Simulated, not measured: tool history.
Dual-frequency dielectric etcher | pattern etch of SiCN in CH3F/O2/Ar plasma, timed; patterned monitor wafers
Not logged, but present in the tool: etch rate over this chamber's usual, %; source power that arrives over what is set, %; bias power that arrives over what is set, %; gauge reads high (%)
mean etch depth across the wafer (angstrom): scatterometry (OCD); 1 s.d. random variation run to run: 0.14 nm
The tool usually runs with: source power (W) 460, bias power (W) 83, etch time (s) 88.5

| run | day | source power (W) | bias power (W) | etch time (s) | wafers since the last listed run | hours since the last wet clean | hours since the last source power generator calibration | hours since the last bias power generator calibration | hours since the last upper electrode change | hours since the gauge calibration | read-back reference wafer on the same gauge, depth_nm | mean etch depth across the wafer (angstrom) |
|---|---|---|---|---|---|---|---|---|---|---|---|---|
| 1 | 0.000 | 460 | 83 | 88.5 | 0 | 456.2 | 1666.6 | 4739.6 | 2940.3 | 598.8 | 46.10 | 386.4 |
| 2 | 2.067 | 460 | 83 | 88.5 | 449 | 505.8 | 1716.2 | 4789.2 | 2989.9 | 648.4 | 46.09 | 385.4 |
| 3 | 3.704 | 460 | 83 | 88.5 | 356 | 545.1 | 1755.5 | 4828.5 | 3029.2 | 687.7 | 46.07 | 383.8 |
|  | 6.629 | wet clean of the chamber |
| 4 | 6.650 | 460 | 83 | 88.5 | 423 | 0.5 | 1826.2 | 4899.2 | 3099.9 | 758.4 | 46.10 | 392.4 |
| 5 | 8.600 | 460 | 83 | 88.5 | 424 | 47.3 | 1873.0 | 4946.0 | 3146.7 | 805.2 | 46.15 | 389.2 |
| 6 | 12.454 | 460 | 83 | 88.5 | 838 | 139.8 | 1965.5 | 5038.5 | 3239.2 | 897.7 | 46.07 | 390.0 |
| 7 | 15.396 | 460 | 83 | 88.5 | 640 | 210.4 | 2036.1 | 5109.1 | 3309.8 | 968.3 | 46.13 | 390.3 |
| 8 | 18.950 | 460 | 83 | 88.5 | 773 | 295.7 | 2121.4 | 5194.4 | 3395.1 | 1053.6 | 46.09 | 386.4 |
| 9 | 23.133 | 460 | 83 | 88.5 | 910 | 396.1 | 2221.8 | 5294.8 | 3495.5 | 1154.0 | 46.07 | 384.4 |
|  | 24.667 | upper electrode replaced |
|  | 25.942 | bias power generator calibrated |
| 10 | 27.225 | 460 | 83 | 88.5 | 636 | 494.3 | 2320.0 | 30.8 | 61.4 | 1252.2 | 46.02 | 382.6 |
|  | 30.004 | source power generator calibrated |
| 11 | 30.738 | 460 | 83 | 88.5 | 728 | 578.6 | 17.6 | 115.1 | 145.7 | 1336.5 | 46.16 | 383.2 |
|  | 32.008 | wet clean of the chamber |
| 12 | 33.004 | 460 | 83 | 88.5 | 275 | 23.9 | 72.0 | 169.5 | 200.1 | 1390.9 | 46.11 | 390.1 |
| 13 | 36.625 | 360 | 76 | 96.0 | 787 | 110.8 | 158.9 | 256.4 | 287.0 | 1477.8 | 46.12 | 351.5 |
| 14 | 38.558 | 460 | 83 | 88.5 | 420 | 157.2 | 205.3 | 302.8 | 333.4 | 1524.2 | 46.12 | 388.6 |
| 15 | 40.429 | 360 | 70 | 78.5 | 407 | 202.1 | 250.2 | 347.7 | 378.3 | 1569.1 | 46.10 | 271.6 |
|  | 40.492 | gauge calibrated |
| 16 | 42.754 | 460 | 83 | 104.0 | 505 | 257.9 | 306.0 | 403.5 | 434.1 | 54.3 | 46.10 | 452.9 |
| 17 | 46.496 | 520 | 72 | 104.5 | 814 | 347.7 | 395.8 | 493.3 | 523.9 | 144.1 | 46.08 | 445.4 |
| 18 | 50.762 | 410 | 96 | 88.5 | 928 | 450.1 | 498.2 | 595.7 | 626.3 | 246.5 | 46.06 | 392.5 |
|  | 55.608 | wet clean of the chamber |
| 19 | 55.629 | 410 | 83 | 88.5 | 841 | 0.5 | 615.0 | 712.5 | 743.1 | 363.3 | 46.08 | 367.4 |

Forecast run 20:
| 20 | 58.200 | 460 | 83 | 88.5 | 559 | 62.2 | 676.7 | 774.2 | 804.8 | 425.0 | ? | ? |

read-back reference wafer on the same gauge, depth_nm: 46.14
mean etch depth across the wafer (angstrom): 387.0
The same run, on a tool lacking any hidden state, would have yielded mean etch depth across the wafer (angstrom) 388.9.

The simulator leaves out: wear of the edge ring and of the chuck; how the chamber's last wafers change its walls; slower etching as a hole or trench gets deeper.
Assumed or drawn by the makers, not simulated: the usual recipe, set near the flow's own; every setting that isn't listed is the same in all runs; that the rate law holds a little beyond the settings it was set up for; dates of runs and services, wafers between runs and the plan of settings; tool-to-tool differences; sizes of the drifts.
